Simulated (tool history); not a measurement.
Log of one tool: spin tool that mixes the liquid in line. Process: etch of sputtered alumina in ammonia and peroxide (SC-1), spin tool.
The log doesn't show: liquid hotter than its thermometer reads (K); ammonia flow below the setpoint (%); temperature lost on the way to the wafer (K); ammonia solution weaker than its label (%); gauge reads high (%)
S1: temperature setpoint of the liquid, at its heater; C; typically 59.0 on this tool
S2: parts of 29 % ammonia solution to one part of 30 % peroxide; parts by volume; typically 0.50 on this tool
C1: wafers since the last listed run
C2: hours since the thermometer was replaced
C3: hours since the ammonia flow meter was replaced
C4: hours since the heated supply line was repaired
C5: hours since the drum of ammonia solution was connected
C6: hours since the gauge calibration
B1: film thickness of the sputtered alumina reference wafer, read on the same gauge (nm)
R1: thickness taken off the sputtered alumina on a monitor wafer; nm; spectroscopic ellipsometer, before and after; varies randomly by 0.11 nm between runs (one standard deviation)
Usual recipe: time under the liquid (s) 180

run 1 hour=0.0 | S1=64.5 S2=0.50 time_under_the_liquid_(s)=180 | C1=0 C2=1158.2 C3=340.9 C4=3292.5 C5=72.0 C6=363.2 | B1=150.01 | R1=24.63
run 2 hour=93.2 | S1=64.5 S2=0.50 time_under_the_liquid_(s)=180 | C1=705 C2=1251.4 C3=434.1 C4=3385.7 C5=165.2 C6=456.4 | B1=149.99 | R1=24.66
run 3 hour=157.4 | S1=59.0 S2=0.50 time_under_the_liquid_(s)=225 | C1=485 C2=1315.6 C3=498.3 C4=3449.9 C5=229.4 C6=520.6 | B1=149.98 | R1=23.55
run 4 hour=262.6 | S1=59.0 S2=0.50 time_under_the_liquid_(s)=225 | C1=796 C2=1420.8 C3=603.5 C4=3555.1 C5=334.6 C6=625.8 | B1=150.03 | R1=23.81
-- hour=263.8 new drum of ammonia solution connected
run 5 hour=362.2 | S1=59.0 S2=0.50 time_under_the_liquid_(s)=225 | C1=746 C2=1520.4 C3=703.1 C4=3654.7 C5=98.4 C6=725.4 | B1=150.01 | R1=23.74
run 6 hour=430.1 | S1=59.0 S2=0.60 time_under_the_liquid_(s)=105 | C1=513 C2=1588.3 C3=771.0 C4=3722.6 C5=166.3 C6=793.3 | B1=150.02 | R1=11.24
-- hour=464.7 thermometer replaced
run 7 hour=470.2 | S1=59.0 S2=0.60 time_under_the_liquid_(s)=105 | C1=295 C2=5.5 C3=811.1 C4=3762.7 C5=206.4 C6=833.4 | B1=150.00 | R1=10.35
run 8 hour=509.4 | S1=59.0 S2=0.30 time_under_the_liquid_(s)=180 | C1=296 C2=44.7 C3=850.3 C4=3801.9 C5=245.6 C6=872.6 | B1=149.98 | R1=16.53
-- hour=566.3 new drum of ammonia solution connected
-- hour=572.1 ammonia flow meter replaced
run 9 hour=609.7 | S1=59.0 S2=0.30 time_under_the_liquid_(s)=180 | C1=743 C2=145.0 C3=37.6 C4=3902.2 C5=43.4 C6=972.9 | B1=150.00 | R1=16.71
run 10 hour=709.9 | S1=64.0 S2=0.35 time_under_the_liquid_(s)=180 | C1=758 C2=245.2 C3=137.8 C4=4002.4 C5=143.6 C6=1073.1 | B1=150.03 | R1=21.81
-- hour=716.0 gauge calibrated
run 11 hour=805.0 | S1=59.0 S2=0.50 time_under_the_liquid_(s)=180 | C1=719 C2=340.3 C3=232.9 C4=4097.5 C5=238.7 C6=89.0 | B1=150.01 | R1=17.47
-- hour=870.7 new drum of ammonia solution connected
run 12 hour=893.4 | S1=59.0 S2=0.50 time_under_the_liquid_(s)=225 | C1=661 C2=428.7 C3=321.3 C4=4185.9 C5=22.7 C6=177.4 | B1=150.00 | R1=22.21
run 13 hour=963.8 | S1=49.0 S2=0.35 time_under_the_liquid_(s)=90 | C1=532 C2=499.1 C3=391.7 C4=4256.3 C5=93.1 C6=247.8 | B1=149.97 | R1=5.03
-- hour=971.8 heated supply line repaired
run 14 hour=1038.9 | S1=64.5 S2=0.50 time_under_the_liquid_(s)=270 | C1=560 C2=574.2 C3=466.8 C4=67.1 C5=168.2 C6=322.9 | B1=150.01 | R1=35.60
run 15 hour=1136.9 | S1=51.0 S2=0.70 time_under_the_liquid_(s)=180 | C1=741 C2=672.2 C3=564.8 C4=165.1 C5=266.2 C6=420.9 | B1=150.02 | R1=12.23
-- hour=1206.3 new drum of ammonia solution connected
run 16 hour=1210.0 | S1=55.0 S2=0.50 time_under_the_liquid_(s)=180 | C1=545 C2=745.3 C3=637.9 C4=238.2 C5=3.7 C6=494.0 | B1=150.02 | R1=14.62
run 17 hour=1297.4 | S1=53.0 S2=0.50 time_under_the_liquid_(s)=235 | C1=661 C2=832.7 C3=725.3 C4=325.6 C5=91.1 C6=581.4 | B1=150.03 | R1=17.15
-- hour=1298.6 ammonia flow meter replaced
run 18 hour=1380.5 | S1=59.0 S2=0.25 time_under_the_liquid_(s)=215 | C1=621 C2=915.8 C3=81.9 C4=408.7 C5=174.2 C6=664.5 | B1=150.03 | R1=20.51
run 19 hour=1438.1 | S1=53.0 S2=0.25 time_under_the_liquid_(s)=125 | C1=435 C2=973.4 C3=139.5 C4=466.3 C5=231.8 C6=722.1 | B1=150.02 | R1=8.67
run 20 hour=1502.2 | S1=59.0 S2=0.50 time_under_the_liquid_(s)=180 | C1=485 C2=1037.5 C3=203.6 C4=530.4 C5=295.9 C6=786.2 | B1=149.98 | R1=18.49
run 21 hour=1548.4 | S1=50.0 S2=0.60 time_under_the_liquid_(s)=180 | C1=349 C2=1083.7 C3=249.8 C4=576.6 C5=342.1 C6=832.4 | B1=149.99 | R1=11.55
-- hour=1567.2 new drum of ammonia solution connected
run 22 hour=1591.3 | S1=59.0 S2=0.50 time_under_the_liquid_(s)=255 | C1=317 C2=1126.6 C3=292.7 C4=619.5 C5=24.1 C6=875.3 | B1=150.01 | R1=25.89
run 23 hour=1637.3 | S1=59.0 S2=0.50 time_under_the_liquid_(s)=180 | C1=348 C2=1172.6 C3=338.7 C4=665.5 C5=70.1 C6=921.3 | B1=150.00 | R1=18.45

5 ways to go on from here, each from the tool as it stands after run 23. What would each give?
run A hour=1637.8 | S1=59.0 S2=0.50 time_under_the_liquid_(s)=180 | C1=3 C2=1173.1 C3=339.2 C4=666.0 C5=70.6 C6=921.8 | B1=? | R1=?
run B hour=1637.8 | S1=68.5 S2=0.50 time_under_the_liquid_(s)=250 | C1=3 C2=1173.1 C3=339.2 C4=666.0 C5=70.6 C6=921.8 | B1=? | R1=?
run C hour=1637.8 | S1=50.0 S2=0.60 time_under_the_liquid_(s)=225 | C1=3 C2=1173.1 C3=339.2 C4=666.0 C5=70.6 C6=921.8 | B1=? | R1=?
run D hour=1637.8 | S1=66.0 S2=0.60 time_under_the_liquid_(s)=180 | C1=3 C2=1173.1 C3=339.2 C4=666.0 C5=70.6 C6=921.8 | B1=? | R1=?
run E hour=1637.8 | S1=63.5 S2=0.60 time_under_the_liquid_(s)=115 | C1=3 C2=1173.1 C3=339.2 C4=666.0 C5=70.6 C6=921.8 | B1=? | R1=?

run=A B1=150.02 R1=18.74
run=B B1=150.02 R1=41.68
run=C B1=150.02 R1=14.81
run=D B1=150.02 R1=27.05
run=E B1=150.02 R1=15.28
What these runs would have given with no unlogged condition in the tool:
run=A R1=17.47
run=B R1=39.03
run=C R1=13.75
run=D R1=25.30
run=E R1=14.28
